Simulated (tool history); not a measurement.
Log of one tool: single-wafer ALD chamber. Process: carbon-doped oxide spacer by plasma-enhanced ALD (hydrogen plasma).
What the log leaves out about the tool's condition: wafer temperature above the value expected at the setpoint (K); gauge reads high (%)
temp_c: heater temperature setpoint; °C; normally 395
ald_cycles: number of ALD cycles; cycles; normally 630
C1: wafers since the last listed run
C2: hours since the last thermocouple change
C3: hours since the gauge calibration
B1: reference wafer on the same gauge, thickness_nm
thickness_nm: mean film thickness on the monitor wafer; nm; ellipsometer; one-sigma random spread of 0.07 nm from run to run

{"run": 1, "hour": 0.0, "temp_c": 395, "ald_cycles": 630, "C1": 0, "C2": 780.4, "C3": 941.8, "B1": 26.555, "thickness_nm": 27.0}
{"run": 2, "hour": 33.6, "temp_c": 395, "ald_cycles": 630, "C1": 20, "C2": 814.0, "C3": 975.4, "B1": 26.572, "thickness_nm": 27.158}
{"run": 3, "hour": 83.6, "temp_c": 389, "ald_cycles": 692, "C1": 29, "C2": 864.0, "C3": 1025.4, "B1": 26.562, "thickness_nm": 29.62}
{"run": 4, "hour": 111.6, "temp_c": 389, "ald_cycles": 692, "C1": 16, "C2": 892.0, "C3": 1053.4, "B1": 26.535, "thickness_nm": 29.689}
{"run": 5, "hour": 181.3, "temp_c": 395, "ald_cycles": 630, "C1": 41, "C2": 961.7, "C3": 1123.1, "B1": 26.514, "thickness_nm": 27.003}
{"run": 6, "hour": 230.3, "temp_c": 395, "ald_cycles": 630, "C1": 29, "C2": 1010.7, "C3": 1172.1, "B1": 26.529, "thickness_nm": 26.985}
{"run": 7, "hour": 288.5, "temp_c": 395, "ald_cycles": 630, "C1": 34, "C2": 1068.9, "C3": 1230.3, "B1": 26.535, "thickness_nm": 26.966}
{"hour": 303.1, "done": "gauge calibrated"}
{"run": 8, "hour": 383.8, "temp_c": 403, "ald_cycles": 551, "C1": 56, "C2": 1164.2, "C3": 80.7, "B1": 27.389, "thickness_nm": 24.091}
{"run": 9, "hour": 424.8, "temp_c": 403, "ald_cycles": 551, "C1": 24, "C2": 1205.2, "C3": 121.7, "B1": 27.303, "thickness_nm": 23.879}
{"run": 10, "hour": 570.5, "temp_c": 395, "ald_cycles": 630, "C1": 87, "C2": 1350.9, "C3": 267.4, "B1": 27.131, "thickness_nm": 27.566}
{"run": 11, "hour": 609.3, "temp_c": 395, "ald_cycles": 630, "C1": 23, "C2": 1389.7, "C3": 306.2, "B1": 27.086, "thickness_nm": 27.629}
{"run": 12, "hour": 649.0, "temp_c": 395, "ald_cycles": 630, "C1": 23, "C2": 1429.4, "C3": 345.9, "B1": 27.054, "thickness_nm": 27.411}
{"run": 13, "hour": 674.9, "temp_c": 395, "ald_cycles": 630, "C1": 15, "C2": 1455.3, "C3": 371.8, "B1": 27.049, "thickness_nm": 27.548}
{"run": 14, "hour": 736.5, "temp_c": 395, "ald_cycles": 630, "C1": 36, "C2": 1516.9, "C3": 433.4, "B1": 26.996, "thickness_nm": 27.411}
{"run": 15, "hour": 805.6, "temp_c": 386, "ald_cycles": 630, "C1": 41, "C2": 1586.0, "C3": 502.5, "B1": 26.957, "thickness_nm": 27.447}
{"run": 16, "hour": 859.5, "temp_c": 386, "ald_cycles": 630, "C1": 32, "C2": 1639.9, "C3": 556.4, "B1": 26.914, "thickness_nm": 27.25}
{"run": 17, "hour": 912.4, "temp_c": 386, "ald_cycles": 630, "C1": 31, "C2": 1692.8, "C3": 609.3, "B1": 26.883, "thickness_nm": 27.395}
{"run": 18, "hour": 973.4, "temp_c": 395, "ald_cycles": 630, "C1": 36, "C2": 1753.8, "C3": 670.3, "B1": 26.859, "thickness_nm": 27.266}
{"run": 19, "hour": 1017.1, "temp_c": 395, "ald_cycles": 630, "C1": 26, "C2": 1797.5, "C3": 714.0, "B1": 26.844, "thickness_nm": 27.408}
{"run": 20, "hour": 1055.1, "temp_c": 395, "ald_cycles": 630, "C1": 22, "C2": 1835.5, "C3": 752.0, "B1": 26.864, "thickness_nm": 27.286}
{"run": 21, "hour": 1093.5, "temp_c": 395, "ald_cycles": 630, "C1": 22, "C2": 1873.9, "C3": 790.4, "B1": 26.821, "thickness_nm": 27.381}
{"run": 22, "hour": 1118.1, "temp_c": 380, "ald_cycles": 511, "C1": 14, "C2": 1898.5, "C3": 815.0, "B1": 26.819, "thickness_nm": 22.068}
{"run": 23, "hour": 1162.9, "temp_c": 400, "ald_cycles": 537, "C1": 26, "C2": 1943.3, "C3": 859.8, "B1": 26.822, "thickness_nm": 23.123}
{"run": 24, "hour": 1211.9, "temp_c": 387, "ald_cycles": 517, "C1": 29, "C2": 1992.3, "C3": 908.8, "B1": 26.791, "thickness_nm": 22.39}
{"run": 25, "hour": 1277.8, "temp_c": 408, "ald_cycles": 678, "C1": 39, "C2": 2058.2, "C3": 974.7, "B1": 26.794, "thickness_nm": 28.362}
{"run": 26, "hour": 1349.0, "temp_c": 395, "ald_cycles": 630, "C1": 42, "C2": 2129.4, "C3": 1045.9, "B1": 26.776, "thickness_nm": 27.181}
{"run": 27, "hour": 1412.8, "temp_c": 405, "ald_cycles": 528, "C1": 38, "C2": 2193.2, "C3": 1109.7, "B1": 26.75, "thickness_nm": 22.333}
{"hour": 1436.0, "done": "thermocouple changed; heater temperature recalibrated"}
{"run": 28, "hour": 1482.1, "temp_c": 406, "ald_cycles": 535, "C1": 36, "C2": 46.1, "C3": 1179.0, "B1": 26.741, "thickness_nm": 22.622}
{"run": 29, "hour": 1543.7, "temp_c": 404, "ald_cycles": 594, "C1": 36, "C2": 107.7, "C3": 1240.6, "B1": 26.755, "thickness_nm": 25.188}
{"run": 30, "hour": 1610.4, "temp_c": 404, "ald_cycles": 595, "C1": 39, "C2": 174.4, "C3": 1307.3, "B1": 26.727, "thickness_nm": 25.225}
{"run": 31, "hour": 1661.0, "temp_c": 395, "ald_cycles": 630, "C1": 30, "C2": 225.0, "C3": 1357.9, "B1": 26.733, "thickness_nm": 27.195}
{"run": 32, "hour": 1696.6, "temp_c": 395, "ald_cycles": 707, "C1": 21, "C2": 260.6, "C3": 1393.5, "B1": 26.732, "thickness_nm": 30.518}
{"hour": 1714.4, "done": "gauge calibrated"}
{"run": 33, "hour": 1733.6, "temp_c": 395, "ald_cycles": 741, "C1": 22, "C2": 297.6, "C3": 19.2, "B1": 27.434, "thickness_nm": 32.712}
{"run": 34, "hour": 1775.1, "temp_c": 395, "ald_cycles": 630, "C1": 24, "C2": 339.1, "C3": 60.7, "B1": 27.325, "thickness_nm": 27.782}
{"run": 35, "hour": 1861.5, "temp_c": 385, "ald_cycles": 744, "C1": 51, "C2": 425.5, "C3": 147.1, "B1": 27.213, "thickness_nm": 32.865}
{"run": 36, "hour": 1904.6, "temp_c": 405, "ald_cycles": 706, "C1": 25, "C2": 468.6, "C3": 190.2, "B1": 27.188, "thickness_nm": 30.515}
{"run": 37, "hour": 2077.8, "temp_c": 395, "ald_cycles": 630, "C1": 103, "C2": 641.8, "C3": 363.4, "B1": 27.004, "thickness_nm": 27.427}
{"run": 38, "hour": 2111.3, "temp_c": 395, "ald_cycles": 630, "C1": 20, "C2": 675.3, "C3": 396.9, "B1": 26.948, "thickness_nm": 27.332}
{"run": 39, "hour": 2166.1, "temp_c": 400, "ald_cycles": 755, "C1": 32, "C2": 730.1, "C3": 451.7, "B1": 26.939, "thickness_nm": 32.903}
{"run": 40, "hour": 2222.2, "temp_c": 381, "ald_cycles": 724, "C1": 33, "C2": 786.2, "C3": 507.8, "B1": 26.884, "thickness_nm": 31.429}
{"run": 41, "hour": 2287.9, "temp_c": 395, "ald_cycles": 584, "C1": 39, "C2": 851.9, "C3": 573.5, "B1": 26.828, "thickness_nm": 25.324}
{"run": 42, "hour": 2315.3, "temp_c": 399, "ald_cycles": 570, "C1": 16, "C2": 879.3, "C3": 600.9, "B1": 26.844, "thickness_nm": 24.715}

Forecast each of these 4 alternatives for the next run:
{"run": "A", "hour": 2316.7, "temp_c": 402, "ald_cycles": 630, "C1": 0, "C2": 880.7, "C3": 602.3, "B1": "?", "thickness_nm": "?"}
{"run": "B", "hour": 2316.7, "temp_c": 391, "ald_cycles": 570, "C1": 0, "C2": 880.7, "C3": 602.3, "B1": "?", "thickness_nm": "?"}
{"run": "C", "hour": 2316.7, "temp_c": 387, "ald_cycles": 569, "C1": 0, "C2": 880.7, "C3": 602.3, "B1": "?", "thickness_nm": "?"}
{"run": "D", "hour": 2316.7, "temp_c": 395, "ald_cycles": 731, "C1": 0, "C2": 880.7, "C3": 602.3, "B1": "?", "thickness_nm": "?"}

run=A B1=26.818 thickness_nm=27.008
run=B B1=26.818 thickness_nm=24.656
run=C B1=26.818 thickness_nm=24.613
run=D B1=26.818 thickness_nm=31.620
Stripped of hidden state, with their random variation kept, the same runs would have yielded:
run=A thickness_nm=27.573
run=B thickness_nm=25.172
run=C thickness_nm=25.127
run=D thickness_nm=32.282
